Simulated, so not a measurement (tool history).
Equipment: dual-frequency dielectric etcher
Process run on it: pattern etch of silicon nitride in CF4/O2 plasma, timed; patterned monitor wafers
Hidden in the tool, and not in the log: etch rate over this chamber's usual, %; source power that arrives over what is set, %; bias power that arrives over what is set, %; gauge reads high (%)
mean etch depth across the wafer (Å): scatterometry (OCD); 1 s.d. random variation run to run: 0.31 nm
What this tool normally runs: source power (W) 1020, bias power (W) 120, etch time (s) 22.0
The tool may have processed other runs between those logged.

run	hour	source power (W)	bias power (W)	etch time (s)	wafers since the last listed run	hours since the last wet clean	hours since the last source power generator calibration	hours since the last bias power generator calibration	hours since the last upper electrode change	hours since the gauge calibration	read-back reference wafer on the same gauge, depth_nm	mean etch depth across the wafer (Å)
1	0.0	1020	120	22.0	0	146.1	2890.2	4225.7	5006.6	210.6	59.0	657
2	13.0	1020	120	22.0	207	159.1	2903.2	4238.7	5019.6	223.6	59.0	656
3	28.9	1020	120	22.0	254	175.0	2919.1	4254.6	5035.5	239.5	59.0	656
4	44.4	1020	120	22.0	247	190.5	2934.6	4270.1	5051.0	255.0	58.9	657
5	60.4	1020	120	22.0	255	206.5	2950.6	4286.1	5067.0	271.0	59.0	657
6	66.6	1020	120	22.0	99	212.7	2956.8	4292.3	5073.2	277.2	59.0	650
7	76.6	1020	120	22.0	159	222.7	2966.8	4302.3	5083.2	287.2	59.0	647
8	89.0	1020	120	22.0	198	235.1	2979.2	4314.7	5095.6	299.6	59.0	653
9	97.0	1020	120	22.0	127	243.1	2987.2	4322.7	5103.6	307.6	59.0	652
10	107.9	1020	120	22.0	174	254.0	2998.1	4333.6	5114.5	318.5	59.0	654
# hour 113.3: gauge calibrated
11	123.4	1020	120	22.0	247	269.5	3013.6	4349.1	5130.0	10.1	59.0	653
12	129.4	1020	120	22.0	95	275.5	3019.6	4355.1	5136.0	16.1	59.0	651
13	162.2	1020	120	22.0	524	308.3	3052.4	4387.9	5168.8	48.9	59.0	648
14	169.9	1020	120	22.0	123	316.0	3060.1	4395.6	5176.5	56.6	59.0	645
# hour 185.1: bias power generator calibrated
15	185.8	1020	111	22.0	190	331.9	3076.0	0.7	5192.4	72.5	59.0	628
16	200.9	1020	99	26.0	241	347.0	3091.1	15.8	5207.5	87.6	58.9	714
# hour 226.4: upper electrode replaced
17	226.9	950	96	18.5	31	373.0	3117.1	41.8	0.5	113.6	59.1	479
18	239.5	1120	139	27.0	201	385.6	3129.7	54.4	13.1	126.2	59.0	886
19	252.1	1020	120	17.5	201	398.2	3142.3	67.0	25.7	138.8	59.0	514
# hour 270.0: source power generator calibrated
# hour 279.1: wet clean of the chamber
20	279.6	1200	120	22.0	230	0.5	9.6	94.5	53.2	166.3	59.0	742
21	279.9	1220	101	20.0	4	0.8	9.9	94.8	53.5	166.6	59.0	640
22	281.4	1020	120	22.0	23	2.3	11.4	96.3	55.0	168.1	59.0	659
23	297.8	1190	120	22.0	262	18.7	27.8	112.7	71.4	184.5	59.0	740
24	304.1	1020	90	20.5	100	25.0	34.1	119.0	77.7	190.8	59.0	564
25	317.4	1020	120	22.0	212	38.3	47.4	132.3	91.0	204.1	58.9	654
26	327.6	1020	120	26.5	163	48.5	57.6	142.5	101.2	214.3	58.9	798
27	338.1	1020	120	25.0	167	59.0	68.1	153.0	111.7	224.8	58.9	751
28	354.2	1020	120	22.0	257	75.1	84.2	169.1	127.8	240.9	59.0	663
29	360.8	780	104	16.0	105	81.7	90.8	175.7	134.4	247.5	59.0	380

Entry by entry between the runs, the difference in hidden state between the last listed run before and the first listed run after:
Between runs 10 and 11: gauge calibrated (hour 113.3)
  etch rate over this chamber's usual, %: -1.98 -> -2.11
  measured value less the no-hidden-state value, mean etch depth across the wafer (Å): -13 -> -14
Between runs 14 and 15: bias power generator calibrated (hour 185.1)
  etch rate over this chamber's usual, %: -2.51 -> -2.65
  measured value less the no-hidden-state value, mean etch depth across the wafer (Å): -16 -> -17
Between runs 16 and 17: upper electrode replaced (hour 226.4)
  etch rate over this chamber's usual, %: -2.78 -> -3
  measured value less the no-hidden-state value, mean etch depth across the wafer (Å): -20 -> -14
Between runs 19 and 20: source power generator calibrated (hour 270.0); wet clean of the chamber (hour 279.1)
  etch rate over this chamber's usual, %: -3.22 -> -0.485
  measured value less the no-hidden-state value, mean etch depth across the wafer (Å): -17 -> -3

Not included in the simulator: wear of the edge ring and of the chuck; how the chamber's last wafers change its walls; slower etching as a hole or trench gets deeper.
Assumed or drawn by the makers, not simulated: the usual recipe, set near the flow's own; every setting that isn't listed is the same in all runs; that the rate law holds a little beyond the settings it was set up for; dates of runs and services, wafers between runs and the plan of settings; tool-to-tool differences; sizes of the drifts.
